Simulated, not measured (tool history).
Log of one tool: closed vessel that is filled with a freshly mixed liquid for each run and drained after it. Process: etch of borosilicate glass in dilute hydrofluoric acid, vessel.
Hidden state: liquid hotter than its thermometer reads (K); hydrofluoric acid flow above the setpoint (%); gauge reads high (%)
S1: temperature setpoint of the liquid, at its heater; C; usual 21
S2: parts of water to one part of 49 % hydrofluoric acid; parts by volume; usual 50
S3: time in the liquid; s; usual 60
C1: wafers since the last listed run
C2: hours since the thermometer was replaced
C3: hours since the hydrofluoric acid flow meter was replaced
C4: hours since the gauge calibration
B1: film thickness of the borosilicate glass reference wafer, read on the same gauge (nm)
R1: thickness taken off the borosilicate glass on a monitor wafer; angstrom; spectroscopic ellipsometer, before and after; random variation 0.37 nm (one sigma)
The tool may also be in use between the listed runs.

| run | day | S1 | S2 | S3 | C1 | C2 | C3 | C4 | B1 | R1 |
|---|---|---|---|---|---|---|---|---|---|---|
| 1 | 0 | 21 | 50 | 50 | 0 | 999.9 | 282.2 | 648.5 | 110.01 | 515.5 |
| 2 | 1.604 | 21 | 50 | 45 | 5213 | 1038.4 | 320.7 | 687 | 110.01 | 464.3 |
| 3 | 2.854 | 21 | 50 | 45 | 4062 | 1068.4 | 350.7 | 717 | 109.99 | 462.6 |
| 4 | 4.029 | 21 | 50 | 75 | 3818 | 1096.6 | 378.9 | 745.2 | 109.99 | 780.9 |
| 5 | 6.929 | 21 | 50 | 75 | 9424 | 1166.2 | 448.5 | 814.8 | 110.01 | 774.3 |
| 6 | 8.129 | 21 | 50 | 60 | 3899 | 1195 | 477.3 | 843.6 | 110 | 620.1 |
| 7 | 9.304 | 21 | 50 | 60 | 3818 | 1223.2 | 505.5 | 871.8 | 110.01 | 617.3 |
| 8 | 11.658 | 21 | 50 | 60 | 7650 | 1279.7 | 562 | 928.3 | 109.99 | 617.6 |
| 9 | 14.379 | 21 | 50 | 60 | 8841 | 1345 | 627.3 | 993.6 | 110 | 627.9 |
| 10 | 16.892 | 21 | 50 | 60 | 8164 | 1405.3 | 687.6 | 1053.9 | 110 | 619.7 |
|  | 17.954 | hydrofluoric acid flow meter replaced |
| 11 | 19.404 | 21 | 50 | 60 | 8029 | 1465.6 | 34.8 | 1114.2 | 110 | 623.6 |
|  | 19.883 | gauge calibrated |
| 12 | 20.433 | 21 | 50 | 60 | 3344 | 1490.3 | 59.5 | 13.2 | 110.01 | 620.2 |
| 13 | 22.717 | 21 | 50 | 60 | 7420 | 1545.1 | 114.3 | 68 | 110 | 626.3 |
| 14 | 24.825 | 21 | 50 | 60 | 6851 | 1595.7 | 164.9 | 118.6 | 110.02 | 618.9 |
|  | 25.858 | thermometer replaced |
| 15 | 26.1 | 21 | 50 | 60 | 4007 | 5.8 | 195.5 | 149.2 | 110 | 603.8 |
| 16 | 33.171 | 17.5 | 50 | 40 | 22978 | 175.5 | 365.2 | 318.9 | 110.01 | 350.4 |
| 17 | 35.058 | 21 | 60 | 60 | 6133 | 220.8 | 410.5 | 364.2 | 109.99 | 505.8 |
| 18 | 36.933 | 22.5 | 40 | 95 | 6093 | 265.8 | 455.5 | 409.2 | 110 | 1322.4 |
| 19 | 38.996 | 21 | 50 | 60 | 6702 | 315.3 | 505 | 458.7 | 110.01 | 610.1 |
| 20 | 40.517 | 22.5 | 70 | 60 | 4942 | 351.8 | 541.5 | 495.2 | 109.99 | 449.7 |
| 21 | 42.183 | 21 | 40 | 50 | 5416 | 391.8 | 581.5 | 535.2 | 110 | 643.5 |
| 22 | 43.692 | 22.5 | 70 | 60 | 4901 | 428 | 617.7 | 571.4 | 110 | 456.4 |
|  | 44.279 | hydrofluoric acid flow meter replaced |
| 23 | 45.238 | 21 | 50 | 60 | 4888 | 465.1 | 23 | 608.5 | 110.01 | 614 |
| 24 | 46.479 | 19 | 70 | 30 | 4035 | 494.9 | 52.8 | 638.3 | 110 | 194.6 |
| 25 | 49.454 | 21 | 50 | 60 | 9667 | 566.3 | 124.2 | 709.7 | 110 | 613.7 |
| 26 | 50.579 | 25.5 | 60 | 60 | 3655 | 593.3 | 151.2 | 736.7 | 110.01 | 605.8 |
| 27 | 51.812 | 17.5 | 50 | 60 | 4007 | 622.9 | 180.8 | 766.3 | 110.01 | 534.7 |
| 28 | 52.883 | 25 | 60 | 60 | 3479 | 648.6 | 206.5 | 792 | 109.99 | 591 |
| 29 | 55.321 | 19 | 50 | 85 | 7921 | 707.1 | 265 | 850.5 | 109.99 | 803.4 |
| 30 | 58.025 | 21 | 50 | 60 | 8787 | 772 | 329.9 | 915.4 | 110.02 | 620 |
| 31 | 59.192 | 21 | 50 | 95 | 3791 | 800 | 357.9 | 943.4 | 109.99 | 980.2 |
| 32 | 62.188 | 22.5 | 65 | 70 | 9735 | 871.9 | 429.8 | 1015.3 | 110 | 578.5 |

Forecast each of these 5 alternatives for the next run:
| A | 62.217 | 21 | 50 | 90 | 94 | 872.6 | 430.5 | 1016 | ? | ? |
| B | 62.217 | 19 | 60 | 60 | 94 | 872.6 | 430.5 | 1016 | ? | ? |
| C | 62.217 | 22.5 | 50 | 85 | 94 | 872.6 | 430.5 | 1016 | ? | ? |
| D | 62.217 | 26 | 60 | 60 | 94 | 872.6 | 430.5 | 1016 | ? | ? |
| E | 62.217 | 22.5 | 50 | 60 | 94 | 872.6 | 430.5 | 1016 | ? | ? |

| run | B1 | R1 |
|---|---|---|
| A | 110 | 940 |
| B | 110 | 474.2 |
| C | 110 | 945.2 |
| D | 110 | 632.7 |
| E | 110 | 667.2 |
Without the tool's hidden state the same runs would have given:
| run | R1 |
|---|---|
| A | 923.2 |
| B | 465.6 |
| C | 928.4 |
| D | 621.9 |
| E | 655.4 |

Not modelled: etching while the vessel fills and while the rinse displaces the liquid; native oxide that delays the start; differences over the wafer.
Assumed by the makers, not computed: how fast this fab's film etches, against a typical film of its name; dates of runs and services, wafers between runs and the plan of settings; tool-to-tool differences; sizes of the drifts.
